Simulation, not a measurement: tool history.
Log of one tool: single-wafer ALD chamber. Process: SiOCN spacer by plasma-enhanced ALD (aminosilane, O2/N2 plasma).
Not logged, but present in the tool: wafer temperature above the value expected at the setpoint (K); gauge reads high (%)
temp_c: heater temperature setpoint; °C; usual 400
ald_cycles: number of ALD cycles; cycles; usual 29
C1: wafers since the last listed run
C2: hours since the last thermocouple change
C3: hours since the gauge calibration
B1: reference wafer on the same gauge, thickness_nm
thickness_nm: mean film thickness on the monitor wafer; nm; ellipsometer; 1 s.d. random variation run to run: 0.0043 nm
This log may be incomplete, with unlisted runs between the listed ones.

run 1 day=0 | temp_c=412 ald_cycles=29 | C1=0 C2=1630.5 C3=344.3 | B1=1.881 | thickness_nm=1.632
run 2 day=1.171 | temp_c=412 ald_cycles=29 | C1=231 C2=1658.6 C3=372.4 | B1=1.879 | thickness_nm=1.636
run 3 day=4.492 | temp_c=412 ald_cycles=29 | C1=655 C2=1738.3 C3=452.1 | B1=1.88 | thickness_nm=1.626
run 4 day=5.408 | temp_c=410 ald_cycles=33 | C1=180 C2=1760.3 C3=474.1 | B1=1.88 | thickness_nm=1.875
run 5 day=5.958 | temp_c=410 ald_cycles=33 | C1=108 C2=1773.5 C3=487.3 | B1=1.877 | thickness_nm=1.88
run 6 day=10.138 | temp_c=400 ald_cycles=29 | C1=824 C2=1873.8 C3=587.6 | B1=1.88 | thickness_nm=1.707
run 7 day=10.808 | temp_c=400 ald_cycles=29 | C1=132 C2=1889.9 C3=603.7 | B1=1.878 | thickness_nm=1.706
run 8 day=11.542 | temp_c=400 ald_cycles=29 | C1=144 C2=1907.5 C3=621.3 | B1=1.88 | thickness_nm=1.707
run 9 day=12.483 | temp_c=400 ald_cycles=29 | C1=185 C2=1930.1 C3=643.9 | B1=1.88 | thickness_nm=1.699
run 10 day=13.438 | temp_c=400 ald_cycles=29 | C1=188 C2=1953 C3=666.8 | B1=1.882 | thickness_nm=1.7
run 11 day=14.658 | temp_c=400 ald_cycles=29 | C1=240 C2=1982.3 C3=696.1 | B1=1.882 | thickness_nm=1.7
run 12 day=16.833 | temp_c=409 ald_cycles=29 | C1=429 C2=2034.5 C3=748.3 | B1=1.882 | thickness_nm=1.652
run 13 day=17.992 | temp_c=400 ald_cycles=29 | C1=228 C2=2062.3 C3=776.1 | B1=1.88 | thickness_nm=1.708
run 14 day=19.088 | temp_c=400 ald_cycles=25 | C1=216 C2=2088.6 C3=802.4 | B1=1.88 | thickness_nm=1.474
run 15 day=20.45 | temp_c=400 ald_cycles=29 | C1=268 C2=2121.3 C3=835.1 | B1=1.881 | thickness_nm=1.706
run 16 day=21.338 | temp_c=400 ald_cycles=29 | C1=175 C2=2142.6 C3=856.4 | B1=1.88 | thickness_nm=1.695
run 17 day=22.696 | temp_c=400 ald_cycles=29 | C1=268 C2=2175.2 C3=889 | B1=1.88 | thickness_nm=1.704
-- day=24.046 thermocouple changed; heater temperature recalibrated
run 18 day=24.1 | temp_c=410 ald_cycles=32 | C1=211 C2=1.3 C3=922.7 | B1=1.879 | thickness_nm=1.824

The next listed run, before its measurement:
-- day=24.721 gauge calibrated
run 19 day=25 | temp_c=412 ald_cycles=27 | C1=177 C2=22.9 C3=6.7 | B1=? | thickness_nm=?

Run 19 gave B1 1.879, thickness_nm 1.523 nm.
With the hidden condition absent and the run-to-run variation left alone, this run would have shown thickness_nm 1.523 nm.

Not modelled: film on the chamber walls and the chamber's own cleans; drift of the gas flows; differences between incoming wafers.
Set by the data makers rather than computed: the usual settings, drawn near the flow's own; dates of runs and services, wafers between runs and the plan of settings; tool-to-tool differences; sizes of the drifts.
